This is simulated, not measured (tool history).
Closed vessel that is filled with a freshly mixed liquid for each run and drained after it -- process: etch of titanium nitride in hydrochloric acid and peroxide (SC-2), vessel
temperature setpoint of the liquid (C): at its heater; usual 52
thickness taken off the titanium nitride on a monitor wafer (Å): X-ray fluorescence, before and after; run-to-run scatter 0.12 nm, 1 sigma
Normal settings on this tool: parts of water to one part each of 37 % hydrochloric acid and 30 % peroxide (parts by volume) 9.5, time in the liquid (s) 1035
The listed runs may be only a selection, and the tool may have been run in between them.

| run | hour | temperature setpoint of the liquid (C) | parts of water to one part each of 37 % hydrochloric acid and 30 % peroxide (parts by volume) | time in the liquid (s) | read-back film thickness of the titanium nitride reference wafer, read on the same gauge (nm) | thickness taken off the titanium nitride on a monitor wafer (Å) |
|---|---|---|---|---|---|---|
| 1 | 0 | 54 | 9.5 | 1035 | 80.03 | 188 |
| 2 | 44.3 | 54 | 9.5 | 1035 | 79.97 | 190.9 |
| 3 | 94.5 | 48.5 | 9.5 | 640 | 80 | 80.5 |
| 4 | 138.6 | 52 | 9.5 | 1035 | 79.99 | 164 |
|  | 192.5 | gauge calibrated |
| 5 | 197.6 | 52 | 9.5 | 1035 | 79.98 | 164.3 |
| 6 | 267 | 55.5 | 9.5 | 1035 | 80 | 203.6 |
| 7 | 291.9 | 52 | 9.5 | 1035 | 80 | 161.7 |
| 8 | 320.9 | 52 | 9.5 | 1035 | 80.01 | 162.4 |
|  | 401.8 | thermometer replaced |
|  | 428.8 | new drum of peroxide connected |
| 9 | 525.2 | 48.5 | 7 | 1615 | 79.97 | 259.5 |
| 10 | 565 | 48 | 6 | 1200 | 80.02 | 208.3 |
|  | 569.1 | chemicals flow meter replaced |
| 11 | 594.4 | 52 | 9.5 | 1035 | 79.97 | 165.1 |
| 12 | 658 | 52 | 9.5 | 1035 | 80 | 162.7 |
| 13 | 694.1 | 52 | 9.5 | 1035 | 80.05 | 163.3 |
| 14 | 906.8 | 52 | 9.5 | 1035 | 80.01 | 159.1 |
| 15 | 949.5 | 46 | 5.5 | 455 | 80.01 | 71.7 |
| 16 | 1002 | 52 | 9.5 | 1035 | 80.02 | 157.2 |
| 17 | 1048.7 | 58.5 | 5.5 | 1035 | 80.01 | 368.2 |
|  | 1060.8 | new drum of peroxide connected |
| 18 | 1104.1 | 58 | 13 | 1035 | 80.03 | 189 |
| 19 | 1169.2 | 52 | 8 | 835 | 80.05 | 152.7 |
| 20 | 1215.3 | 52 | 9.5 | 1035 | 79.96 | 163.1 |
| 21 | 1273.7 | 52 | 5 | 1500 | 80.01 | 392.5 |
| 22 | 1331 | 52 | 9.5 | 1035 | 80.02 | 163.4 |
| 23 | 1390.5 | 56 | 9.5 | 1580 | 79.99 | 322.1 |
| 24 | 1419.3 | 61.5 | 9.5 | 1035 | 80.04 | 293.8 |
| 25 | 1482.8 | 52 | 9.5 | 1035 | 80.02 | 157.6 |
| 26 | 1542.7 | 61.5 | 5.5 | 1325 | 79.96 | 583.4 |
| 27 | 1611.6 | 56.5 | 9.5 | 1540 | 79.99 | 314.3 |
|  | 1641.8 | new drum of peroxide connected |
| 28 | 1668.6 | 55 | 9.5 | 1325 | 80 | 262.4 |

Predict each of these 5 candidate next runs independently; none follows another, all start after run 28:
| A | 1669.5 | 52 | 6 | 1035 | ? | ? |
| B | 1669.5 | 52 | 9.5 | 1315 | ? | ? |
| C | 1669.5 | 52 | 11.5 | 1035 | ? | ? |
| D | 1669.5 | 46.5 | 9.5 | 1560 | ? | ? |
| E | 1669.5 | 49.5 | 14.5 | 1035 | ? | ? |

| run | read-back film thickness of the titanium nitride reference wafer, read on the same gauge (nm) | thickness taken off the titanium nitride on a monitor wafer (Å) |
|---|---|---|
| A | 80.02 | 239.7 |
| B | 80.02 | 211.9 |
| C | 80.02 | 142 |
| D | 80.02 | 173.9 |
| E | 80.02 | 98.4 |
Without the tool's hidden state the same runs would have given:
| run | thickness taken off the titanium nitride on a monitor wafer (Å) |
|---|---|
| A | 240.5 |
| B | 212.6 |
| C | 142.5 |
| D | 174.5 |
| E | 98.8 |

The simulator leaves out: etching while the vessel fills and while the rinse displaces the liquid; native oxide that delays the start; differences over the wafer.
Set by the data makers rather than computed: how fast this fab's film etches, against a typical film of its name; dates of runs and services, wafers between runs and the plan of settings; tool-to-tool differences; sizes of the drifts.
